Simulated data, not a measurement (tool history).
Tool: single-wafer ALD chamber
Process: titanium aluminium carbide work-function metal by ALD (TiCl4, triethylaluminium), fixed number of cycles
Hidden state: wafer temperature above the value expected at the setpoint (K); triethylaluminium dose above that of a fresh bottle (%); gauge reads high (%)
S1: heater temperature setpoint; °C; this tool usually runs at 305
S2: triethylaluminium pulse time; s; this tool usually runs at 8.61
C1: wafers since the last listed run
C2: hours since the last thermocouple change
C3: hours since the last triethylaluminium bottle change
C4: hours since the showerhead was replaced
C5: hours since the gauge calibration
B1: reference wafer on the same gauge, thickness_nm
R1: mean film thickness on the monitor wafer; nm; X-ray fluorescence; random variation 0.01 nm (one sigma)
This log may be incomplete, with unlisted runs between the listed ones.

run    hour   S1     S2    C1     C2     C3      C4     C5     B1     R1
  1       0  305  10.98     0   17.8  304.4  2711.7  411.4  2.352  2.206
  2    65.1  305   8.61  1024   82.9  369.5  2776.8  476.5  2.354   2.18
  3     117  305   8.61   816  134.8  421.4  2828.7  528.4  2.346  2.167
  4   194.1  299   8.61  1213  211.9  498.5  2905.8  605.5  2.348  2.119
  5   271.5  299   8.61  1218  289.3  575.9  2983.2  682.9  2.348  2.094
      331.8  -- triethylaluminium bottle replaced
  6   343.9  305   8.61  1013  361.7   12.1  3055.6  755.3  2.347  2.185
  7   433.9  305   8.61  1416  451.7  102.1  3145.6  845.3  2.351  2.211
  8   488.1  305   8.61   853  505.9  156.3  3199.8  899.5  2.351  2.193
  9   561.4  305   8.61  1153  579.2  229.6  3273.1  972.8   2.35  2.197
      589.5  -- gauge calibrated
 10   638.5  315   7.25  1213  656.3  306.7  3350.2     49  2.348  2.244
 11   714.9  305   8.61  1202  732.7  383.1  3426.6  125.4  2.351    2.2
 12   809.3  290   7.24  1485  827.1  477.5    3521  219.8  2.352  1.978
      837.3  -- showerhead replaced
 13     862  292   7.61   703  879.8  530.2    24.7  272.5   2.35  2.029
 14   937.6  305   6.11  1189  955.4  605.8   100.3  348.1  2.349  2.079
        953  -- triethylaluminium bottle replaced
      979.7  -- thermocouple changed; heater temperature recalibrated
 15  1010.1  300   10.4   889   30.4   57.1   172.8  420.6  2.349  2.152
 16  1094.6  316   5.99  1329  114.9  141.6   257.3  505.1  2.352  2.096
 17  1183.8  300   5.69  1403  204.1  230.8   346.5  594.3  2.348  1.944
 18  1279.9  305   8.61  1512  300.2  326.9   442.6  690.4  2.351  2.169
 19  1386.6  305   8.61  1679  406.9  433.6   549.3  797.1  2.353  2.178

Measured minus without-hidden-state, run by run (identical run-to-run variation in each term; gauge scatter may differ):
run      R1
  1  +0.008
  2  +0.011
  3  +0.014
  4  +0.019
  5  +0.024
  6  +0.028
  7  +0.033
  8  +0.037
  9  +0.041
 10  +0.045
 11   +0.05
 12  +0.054
 13  +0.057
 14   +0.06
 15      +0
 16  +0.005
 17   +0.01
 18  +0.017
 19  +0.023
